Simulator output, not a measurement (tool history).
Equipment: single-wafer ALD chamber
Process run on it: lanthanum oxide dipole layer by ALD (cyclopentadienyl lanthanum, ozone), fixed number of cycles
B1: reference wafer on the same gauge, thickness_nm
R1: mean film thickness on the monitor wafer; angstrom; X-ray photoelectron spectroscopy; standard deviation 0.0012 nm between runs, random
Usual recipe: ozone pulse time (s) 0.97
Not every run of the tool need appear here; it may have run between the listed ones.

run 1 hour=0.0 | ozone_pulse_time_(s)=0.97 | B1=0.504 | R1=4.65
run 2 hour=25.1 | ozone_pulse_time_(s)=0.97 | B1=0.504 | R1=4.65
run 3 hour=41.1 | ozone_pulse_time_(s)=0.97 | B1=0.504 | R1=4.63
run 4 hour=64.2 | ozone_pulse_time_(s)=0.97 | B1=0.504 | R1=4.65
run 5 hour=81.5 | ozone_pulse_time_(s)=0.97 | B1=0.504 | R1=4.63
run 6 hour=95.9 | ozone_pulse_time_(s)=0.97 | B1=0.504 | R1=4.63
run 7 hour=115.4 | ozone_pulse_time_(s)=0.97 | B1=0.504 | R1=4.62
run 8 hour=144.2 | ozone_pulse_time_(s)=1.13 | B1=0.505 | R1=4.79
run 9 hour=164.8 | ozone_pulse_time_(s)=0.88 | B1=0.504 | R1=4.48
-- hour=221.7 ozone generator serviced
run 10 hour=224.1 | ozone_pulse_time_(s)=0.88 | B1=0.504 | R1=4.35
-- hour=232.8 showerhead replaced
-- hour=248.1 gauge calibrated
run 11 hour=250.9 | ozone_pulse_time_(s)=0.88 | B1=0.504 | R1=4.34
run 12 hour=281.2 | ozone_pulse_time_(s)=0.75 | B1=0.504 | R1=4.13
-- hour=302.8 ozone generator serviced, repeated, since the last time left the tool worse
run 13 hour=303.3 | ozone_pulse_time_(s)=1.22 | B1=0.505 | R1=4.98
run 14 hour=361.2 | ozone_pulse_time_(s)=0.97 | B1=0.504 | R1=4.72
run 15 hour=379.6 | ozone_pulse_time_(s)=1.19 | B1=0.504 | R1=4.97
-- hour=398.5 thermocouple changed; heater temperature recalibrated
run 16 hour=410.5 | ozone_pulse_time_(s)=0.59 | B1=0.504 | R1=4.05
run 17 hour=442.9 | ozone_pulse_time_(s)=1.31 | B1=0.504 | R1=5.05
run 18 hour=465.8 | ozone_pulse_time_(s)=1.26 | B1=0.504 | R1=5.00
run 19 hour=494.8 | ozone_pulse_time_(s)=1.20 | B1=0.504 | R1=4.93
run 20 hour=526.2 | ozone_pulse_time_(s)=1.21 | B1=0.504 | R1=4.95
run 21 hour=544.4 | ozone_pulse_time_(s)=0.86 | B1=0.504 | R1=4.55
run 22 hour=568.9 | ozone_pulse_time_(s)=1.31 | B1=0.505 | R1=5.04
-- hour=572.0 gauge calibrated
run 23 hour=593.9 | ozone_pulse_time_(s)=0.84 | B1=0.504 | R1=4.50

3 ways to go on from here, each from the tool as it stands after run 23. What would each give?
run A hour=594.3 | ozone_pulse_time_(s)=0.82 | B1=? | R1=?
run B hour=594.3 | ozone_pulse_time_(s)=0.79 | B1=? | R1=?
run C hour=594.3 | ozone_pulse_time_(s)=1.10 | B1=? | R1=?

run=A B1=0.504 R1=4.48
run=B B1=0.504 R1=4.43
run=C B1=0.504 R1=4.85
The same runs, with their run-to-run variation unchanged, on a tool lacking any hidden condition would have given:
run=A R1=4.51
run=B R1=4.46
run=C R1=4.87
